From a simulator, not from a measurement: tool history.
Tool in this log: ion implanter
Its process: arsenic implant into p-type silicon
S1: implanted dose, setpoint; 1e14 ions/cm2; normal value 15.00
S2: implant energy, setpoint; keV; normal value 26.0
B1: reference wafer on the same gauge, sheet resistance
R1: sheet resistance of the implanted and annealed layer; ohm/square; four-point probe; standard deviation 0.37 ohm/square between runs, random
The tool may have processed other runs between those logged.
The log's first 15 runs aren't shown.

run	hour	S1	S2	B1	R1
16	797.3	18.75	26.0	104.32	99.23
17	850.8	12.05	22.0	104.66	120.23
18	916.8	16.98	30.5	104.74	95.94
# hour 942.4: extraction supply calibrated
19	944.6	17.24	22.0	104.66	105.99
20	969.0	12.24	20.0	104.69	123.22
21	1018.1	19.17	32.0	104.83	91.10
22	1075.2	18.33	18.5	104.96	111.07
23	1130.9	17.24	33.0	105.05	93.33
24	1171.9	15.00	26.0	104.95	105.65
25	1208.7	15.00	26.0	105.26	106.58
26	1247.0	19.44	20.0	105.20	107.34
27	1303.8	15.00	26.0	105.30	106.05
28	1347.7	17.39	26.0	105.24	100.93
29	1391.2	17.24	33.0	105.41	93.66
30	1454.7	11.08	23.0	105.46	125.72
# hour 1501.9: Faraday cup replaced and dose calibrated
31	1514.3	19.21	34.5	105.48	89.45
32	1561.0	15.00	26.0	105.42	106.19
33	1603.0	16.45	33.5	105.57	94.36
34	1672.4	15.00	32.5	105.65	98.92
35	1742.4	11.32	35.0	105.57	111.43
36	1774.6	15.00	30.5	105.81	101.92
37	1824.4	15.00	26.0	105.79	106.69

Here are 4 independent what-if runs from the current tool condition. What would each one return?
A	1824.8	12.41	26.0	?	?
B	1824.8	13.32	31.5	?	?
C	1824.8	19.45	34.5	?	?
D	1824.8	19.28	26.0	?	?

run	B1	R1
A	105.59	115.66
B	105.59	106.15
C	105.59	89.49
D	105.59	99.47
The same runs, with their run-to-run variation unchanged, on a tool lacking any hidden condition would have given:
run	R1
A	111.67
B	102.48
C	86.40
D	96.04
